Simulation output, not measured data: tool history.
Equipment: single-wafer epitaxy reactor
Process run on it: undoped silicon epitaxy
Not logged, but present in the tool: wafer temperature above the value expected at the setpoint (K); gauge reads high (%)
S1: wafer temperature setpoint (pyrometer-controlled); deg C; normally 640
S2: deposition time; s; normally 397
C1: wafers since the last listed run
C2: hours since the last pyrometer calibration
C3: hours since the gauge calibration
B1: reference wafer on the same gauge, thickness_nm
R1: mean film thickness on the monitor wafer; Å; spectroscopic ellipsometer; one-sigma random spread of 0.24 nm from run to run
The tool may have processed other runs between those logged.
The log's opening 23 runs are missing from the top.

run	hour	S1	S2	C1	C2	C3	B1	R1
24	757.1	654	362	68	1619.1	263.1	58.12	612.01
25	781.9	626	397	103	1643.9	287.9	58.084	388.54
26	807	628	336	104	1669	313	58.127	339.81
27	826.7	649	420	81	1688.7	332.7	58.085	641.17
28	933.7	650	329	444	1795.7	439.7	58.057	510.24
# hour 957.3: pyrometer calibrated
29	957.8	645	430	66	0.5	463.8	58.037	583.53
30	973.4	653	443	64	16.1	479.4	58.119	707.58
31	1007.1	635	459	139	49.8	513.1	58.15	511.96
32	1021.6	654	362	60	64.3	527.6	58.08	588.1
33	1043.2	640	397	89	85.9	549.2	58.122	486.66
34	1073.4	640	397	125	116.1	579.4	58.127	485.27
35	1102.9	640	397	122	145.6	608.9	58.075	488.68

What does the tool deliver on the next run?
36	1126.6	640	443	98	169.3	632.6	?	?

{"run 36": {"B1": 58.054, "R1": 545.63}}
If the tool had no hidden condition, the same run with the same run-to-run variation would have returned R1 601.89 Å.
